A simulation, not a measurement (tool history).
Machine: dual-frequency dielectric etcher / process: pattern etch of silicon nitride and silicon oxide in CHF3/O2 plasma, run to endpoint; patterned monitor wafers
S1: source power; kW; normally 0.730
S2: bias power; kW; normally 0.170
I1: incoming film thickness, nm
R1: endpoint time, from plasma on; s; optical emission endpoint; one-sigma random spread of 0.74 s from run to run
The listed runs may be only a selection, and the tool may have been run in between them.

Run 1, hour 0.0: usual settings but S1 0.680 kW, S2 0.180 kW; I1 224.4. Result: R1 121.7 s.
Run 2, hour 72.5: usual settings but S2 0.190 kW; I1 224.9. Result: R1 115.9 s.
Run 3, hour 109.7: usual settings; I1 226.2. Result: R1 123.3 s.
Run 4, hour 173.7: usual settings; I1 223.8. Result: R1 121.7 s.
At hour 276.3: wet clean of the chamber, repeated, since the last time left the tool worse.
Run 5, hour 276.8: usual settings but S2 0.144 kW; I1 223.7. Result: R1 138.9 s.
Run 6, hour 321.1: usual settings but S1 0.690 kW, S2 0.144 kW; I1 226.5. Result: R1 141.6 s.
Run 7, hour 418.2: usual settings but S1 0.690 kW, S2 0.144 kW; I1 225.3. Result: R1 139.4 s.
Run 8, hour 493.6: usual settings but S1 0.690 kW, S2 0.144 kW; I1 223.2. Result: R1 138.4 s.
At hour 583.6: upper electrode replaced.
Run 9, hour 586.4: usual settings; I1 223.1. Result: R1 124.7 s.
Run 10, hour 624.2: usual settings; I1 227.4. Result: R1 127.7 s.
Run 11, hour 691.2: usual settings; I1 222.7. Result: R1 125.3 s.
Run 12, hour 775.9: usual settings but S1 0.870 kW, S2 0.197 kW; I1 224.0. Result: R1 111.8 s.
Run 13, hour 877.5: usual settings but S1 0.830 kW, S2 0.183 kW; I1 224.1. Result: R1 116.3 s.
At hour 943.3: wet clean of the chamber.
Run 14, hour 943.8: usual settings but S1 0.620 kW, S2 0.150 kW; I1 222.8. Result: R1 142.5 s.
Run 15, hour 985.3: usual settings but S2 0.192 kW; I1 222.0. Result: R1 120.6 s.
Run 16, hour 1073.1: usual settings; I1 222.8. Result: R1 127.2 s.
At hour 1083.7: source power generator calibrated.
At hour 1116.8: bias power generator calibrated.
Run 17, hour 1172.4: usual settings; I1 222.2. Result: R1 126.2 s.
Run 18, hour 1255.9: usual settings; I1 223.6. Result: R1 127.9 s.
Run 19, hour 1350.0: usual settings but S2 0.193 kW; I1 223.7. Result: R1 120.4 s.
Run 20, hour 1398.2: usual settings; I1 223.2. Result: R1 126.9 s.
Run 21, hour 1439.1: usual settings; I1 224.5. Result: R1 126.2 s.
Run 22, hour 1506.3: usual settings but S2 0.133 kW; I1 224.4. Result: R1 140.0 s.
Run 23, hour 1543.2: usual settings; I1 222.1. Result: R1 124.4 s.
Run 24, hour 1605.2: usual settings but S1 0.870 kW, S2 0.200 kW; I1 223.9. Result: R1 111.2 s.
At hour 1700.6: wet clean of the chamber.
Run 25, hour 1722.8: usual settings; I1 223.9. Result: R1 129.0 s.
Run 26, hour 1794.8: usual settings but S1 0.570 kW, S2 0.131 kW; I1 224.3. Result: R1 155.7 s.
Run 27, hour 1890.4: usual settings but S1 0.560 kW, S2 0.209 kW; I1 225.0. Result: R1 126.8 s.
Run 28, hour 1965.6: usual settings but S1 0.820 kW, S2 0.209 kW; I1 224.0. Result: R1 112.7 s.
Run 29, hour 2046.3: usual settings but S2 0.196 kW; I1 223.6. Result: R1 120.2 s.
Run 30, hour 2152.4: usual settings but S1 0.580 kW, S2 0.199 kW; I1 224.8. Result: R1 125.9 s.
Run 31, hour 2241.5: usual settings but S1 0.650 kW, S2 0.156 kW; I1 222.0. Result: R1 134.3 s.
At hour 2343.9: wet clean of the chamber.
Run 32, hour 2344.4: usual settings but S1 0.640 kW, S2 0.186 kW; I1 222.5. Result: R1 128.2 s.
Run 33, hour 2386.3: usual settings but S2 0.137 kW; I1 223.8. Result: R1 139.6 s.
Run 34, hour 2482.3: usual settings; I1 223.2. Result: R1 129.1 s.
Run 35, hour 2538.2: usual settings but S2 0.145 kW; I1 224.9. Result: R1 138.0 s.
Run 36, hour 2642.8: usual settings but S1 0.650 kW, S2 0.201 kW; I1 222.9. Result: R1 122.4 s.

For some of the steps in R1 from one run to the next: how much would appear even if the tool had no hidden state, given the settings, what came in and random variation, and how much remains for the hidden state plus any gauge scatter that the measured result and the result without hidden state don't share?
What the log doesn't record here: etch rate over this chamber's usual, %; source power that arrives over what is set, %; bias power that arrives over what is set, %.
Run 4 -> 5: S2 0.170 -> 0.144, wet clean of the chamber, repeated, since the last time left the tool worse. R1 +17.2 s: hidden state +7.6, all else +9.6.
Run 13 -> 14: S1 0.830 -> 0.620, S2 0.183 -> 0.150, wet clean of the chamber. R1 +26.2 s: hidden state +3.5, all else +22.7.
Run 25 -> 26: S1 0.730 -> 0.570, S2 0.170 -> 0.131. R1 +26.7 s: hidden state -0.5, all else +27.2.
Run 26 -> 27: S1 0.570 -> 0.560, S2 0.131 -> 0.209. R1 -28.9 s: hidden state -0.4, all else -28.5.
Run 31 -> 32: S1 0.650 -> 0.640, S2 0.156 -> 0.186, wet clean of the chamber. R1 -6.1 s: hidden state +3.4, all else -9.5.
